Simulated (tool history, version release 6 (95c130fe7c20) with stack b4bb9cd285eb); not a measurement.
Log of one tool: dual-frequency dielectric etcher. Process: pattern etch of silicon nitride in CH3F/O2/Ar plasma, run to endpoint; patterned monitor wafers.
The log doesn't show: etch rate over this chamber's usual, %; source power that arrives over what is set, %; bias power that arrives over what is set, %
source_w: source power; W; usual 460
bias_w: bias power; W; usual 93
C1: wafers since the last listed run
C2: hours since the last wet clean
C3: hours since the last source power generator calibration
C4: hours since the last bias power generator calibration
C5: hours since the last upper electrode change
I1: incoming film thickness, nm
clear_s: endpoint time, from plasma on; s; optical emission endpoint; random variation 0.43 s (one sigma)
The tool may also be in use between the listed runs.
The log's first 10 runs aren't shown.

run 11 day=28.342 | source_w=460 bias_w=93 | C1=504 C2=171.1 C3=2380.2 C4=559.9 C5=2076.9 | I1=41.06 | clear_s=55
run 12 day=32.471 | source_w=460 bias_w=93 | C1=968 C2=270.2 C3=2479.3 C4=659 C5=2176 | I1=41.07 | clear_s=55.2
run 13 day=33.817 | source_w=460 bias_w=93 | C1=315 C2=302.5 C3=2511.6 C4=691.3 C5=2208.3 | I1=40.89 | clear_s=55.3
run 14 day=34.854 | source_w=460 bias_w=93 | C1=243 C2=327.4 C3=2536.5 C4=716.2 C5=2233.2 | I1=41.04 | clear_s=55.8
run 15 day=36.179 | source_w=400 bias_w=93 | C1=310 C2=359.2 C3=2568.3 C4=748 C5=2265 | I1=40.84 | clear_s=58
run 16 day=38.15 | source_w=460 bias_w=84 | C1=462 C2=406.5 C3=2615.6 C4=795.3 C5=2312.3 | I1=41.01 | clear_s=59
-- day=39.479 source power generator calibrated
run 17 day=41.421 | source_w=460 bias_w=103 | C1=728 C2=485 C3=46.6 C4=873.8 C5=2390.8 | I1=40.99 | clear_s=54.1
run 18 day=43.671 | source_w=540 bias_w=93 | C1=527 C2=539 C3=100.6 C4=927.8 C5=2444.8 | I1=41.63 | clear_s=54.5
run 19 day=44.933 | source_w=460 bias_w=93 | C1=296 C2=569.3 C3=130.9 C4=958.1 C5=2475.1 | I1=41.12 | clear_s=56.8
-- day=47.75 wet clean of the chamber
run 20 day=47.771 | source_w=370 bias_w=82 | C1=430 C2=0.5 C3=199 C4=1026.2 C5=2543.2 | I1=41.24 | clear_s=61.6
-- day=51.1 upper electrode replaced
run 21 day=51.121 | source_w=570 bias_w=84 | C1=551 C2=80.9 C3=279.4 C4=1106.6 C5=0.5 | I1=41.09 | clear_s=53.8
run 22 day=51.517 | source_w=410 bias_w=111 | C1=92 C2=90.4 C3=288.9 C4=1116.1 C5=10 | I1=40.99 | clear_s=52
run 23 day=53.325 | source_w=390 bias_w=115 | C1=424 C2=133.8 C3=332.3 C4=1159.5 C5=53.4 | I1=41.16 | clear_s=51.9
run 24 day=56.058 | source_w=500 bias_w=75 | C1=641 C2=199.4 C3=397.9 C4=1225.1 C5=119 | I1=40.98 | clear_s=58.3
run 25 day=58.033 | source_w=520 bias_w=112 | C1=463 C2=246.8 C3=445.3 C4=1272.5 C5=166.4 | I1=40.75 | clear_s=48
run 26 day=60.438 | source_w=460 bias_w=93 | C1=563 C2=304.5 C3=503 C4=1330.2 C5=224.1 | I1=41.03 | clear_s=54.7
run 27 day=61.983 | source_w=460 bias_w=93 | C1=362 C2=341.6 C3=540.1 C4=1367.3 C5=261.2 | I1=41.19 | clear_s=55.9
run 28 day=64.65 | source_w=350 bias_w=93 | C1=625 C2=405.6 C3=604.1 C4=1431.3 C5=325.2 | I1=41.03 | clear_s=61.2
run 29 day=66.608 | source_w=400 bias_w=100 | C1=459 C2=452.6 C3=651.1 C4=1478.3 C5=372.2 | I1=40.9 | clear_s=55.7
run 30 day=67.833 | source_w=370 bias_w=93 | C1=287 C2=482 C3=680.5 C4=1507.7 C5=401.6 | I1=40.8 | clear_s=59.9
run 31 day=70.267 | source_w=390 bias_w=116 | C1=570 C2=540.4 C3=738.9 C4=1566.1 C5=460 | I1=40.92 | clear_s=54
run 32 day=71.358 | source_w=510 bias_w=93 | C1=256 C2=566.6 C3=765.1 C4=1592.3 C5=486.2 | I1=41.15 | clear_s=55.2
-- day=72.429 wet clean of the chamber
run 33 day=74.188 | source_w=410 bias_w=111 | C1=429 C2=42.2 C3=833 C4=1660.2 C5=554.1 | I1=41.13 | clear_s=53
run 34 day=77.121 | source_w=560 bias_w=83 | C1=687 C2=112.6 C3=903.4 C4=1730.6 C5=624.5 | I1=41.29 | clear_s=54.4
run 35 day=79.696 | source_w=430 bias_w=86 | C1=603 C2=174.4 C3=965.2 C4=1792.4 C5=686.3 | I1=41.18 | clear_s=59.2

Forecast each of these 4 alternatives for the next run:
run A day=79.712 | source_w=460 bias_w=93 | C1=3 C2=174.8 C3=965.6 C4=1792.8 C5=686.7 | I1=40.89 | clear_s=?
run B day=79.712 | source_w=360 bias_w=85 | C1=3 C2=174.8 C3=965.6 C4=1792.8 C5=686.7 | I1=40.89 | clear_s=?
run C day=79.712 | source_w=360 bias_w=78 | C1=3 C2=174.8 C3=965.6 C4=1792.8 C5=686.7 | I1=40.89 | clear_s=?
run D day=79.712 | source_w=400 bias_w=80 | C1=3 C2=174.8 C3=965.6 C4=1792.8 C5=686.7 | I1=40.89 | clear_s=?

run=A clear_s=54.8
run=B clear_s=61.8
run=C clear_s=64.2
run=D clear_s=61.4
Without the tool's hidden state the same runs would have given:
run=A clear_s=53.9
run=B clear_s=60.8
run=C clear_s=63.2
run=D clear_s=60.4
